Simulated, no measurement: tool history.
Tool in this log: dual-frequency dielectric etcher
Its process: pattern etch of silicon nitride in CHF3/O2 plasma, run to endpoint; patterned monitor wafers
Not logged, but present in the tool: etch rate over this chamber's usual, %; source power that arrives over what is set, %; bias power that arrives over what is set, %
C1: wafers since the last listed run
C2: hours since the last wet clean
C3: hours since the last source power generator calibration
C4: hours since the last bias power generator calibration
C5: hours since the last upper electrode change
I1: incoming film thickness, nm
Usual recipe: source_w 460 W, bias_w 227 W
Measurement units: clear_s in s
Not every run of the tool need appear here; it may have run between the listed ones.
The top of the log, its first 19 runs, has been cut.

run 20 hour=1206.8 | source_w=370 bias_w=227 | C1=957 C2=296.7 C3=978.1 C4=403.5 C5=316.9 | I1=104.3 | clear_s=71.5
run 21 hour=1276.9 | source_w=530 bias_w=227 | C1=936 C2=366.8 C3=1048.2 C4=473.6 C5=387 | I1=102.7 | clear_s=63.4
run 22 hour=1316.3 | source_w=580 bias_w=253 | C1=526 C2=406.2 C3=1087.6 C4=513 C5=426.4 | I1=104 | clear_s=60.8
run 23 hour=1346.4 | source_w=460 bias_w=197 | C1=402 C2=436.3 C3=1117.7 C4=543.1 C5=456.5 | I1=103.2 | clear_s=67.7
-- hour=1421.5 wet clean of the chamber
run 24 hour=1422 | source_w=460 bias_w=207 | C1=689 C2=0.5 C3=1193.3 C4=618.7 C5=532.1 | I1=104.2 | clear_s=71.1
run 25 hour=1460.5 | source_w=530 bias_w=203 | C1=514 C2=39 C3=1231.8 C4=657.2 C5=570.6 | I1=103.2 | clear_s=66.8
run 26 hour=1523.4 | source_w=360 bias_w=267 | C1=840 C2=101.9 C3=1294.7 C4=720.1 C5=633.5 | I1=103.5 | clear_s=69.5
run 27 hour=1593.6 | source_w=460 bias_w=227 | C1=937 C2=172.1 C3=1364.9 C4=790.3 C5=703.7 | I1=102.9 | clear_s=67.4
run 28 hour=1766.1 | source_w=460 bias_w=227 | C1=2304 C2=344.6 C3=1537.4 C4=962.8 C5=876.2 | I1=104 | clear_s=66.2
run 29 hour=1821.2 | source_w=410 bias_w=250 | C1=736 C2=399.7 C3=1592.5 C4=1017.9 C5=931.3 | I1=103.9 | clear_s=66.3
run 30 hour=1846.2 | source_w=410 bias_w=227 | C1=334 C2=424.7 C3=1617.5 C4=1042.9 C5=956.3 | I1=103.2 | clear_s=67.5
run 31 hour=1890 | source_w=530 bias_w=250 | C1=585 C2=468.5 C3=1661.3 C4=1086.7 C5=1000.1 | I1=104.4 | clear_s=62.8
run 32 hour=1918.3 | source_w=460 bias_w=201 | C1=378 C2=496.8 C3=1689.6 C4=1115 C5=1028.4 | I1=105.6 | clear_s=67.7
run 33 hour=1947.5 | source_w=460 bias_w=194 | C1=390 C2=526 C3=1718.8 C4=1144.2 C5=1057.6 | I1=103.4 | clear_s=67.5
-- hour=1985.9 wet clean of the chamber
run 34 hour=1986.4 | source_w=530 bias_w=211 | C1=199 C2=0.5 C3=1757.7 C4=1183.1 C5=1096.5 | I1=103 | clear_s=66.4

Branching from run 34: 5 alternative next runs. What would each branch give?
run A hour=1986.8 | source_w=460 bias_w=249 | C1=5 C2=0.9 C3=1758.1 C4=1183.5 C5=1096.9 | I1=103.3 | clear_s=?
run B hour=1986.8 | source_w=570 bias_w=262 | C1=5 C2=0.9 C3=1758.1 C4=1183.5 C5=1096.9 | I1=103.3 | clear_s=?
run C hour=1986.8 | source_w=580 bias_w=273 | C1=5 C2=0.9 C3=1758.1 C4=1183.5 C5=1096.9 | I1=103.3 | clear_s=?
run D hour=1986.8 | source_w=460 bias_w=259 | C1=5 C2=0.9 C3=1758.1 C4=1183.5 C5=1096.9 | I1=103.3 | clear_s=?
run E hour=1986.8 | source_w=550 bias_w=191 | C1=5 C2=0.9 C3=1758.1 C4=1183.5 C5=1096.9 | I1=103.3 | clear_s=?

run=A clear_s=67.5
run=B clear_s=63.1
run=C clear_s=62.3
run=D clear_s=66.9
run=E clear_s=68
Without the tool's unlogged condition, the same runs would have read:
run=A clear_s=67.3
run=B clear_s=62.9
run=C clear_s=62.1
run=D clear_s=66.7
run=E clear_s=67.8
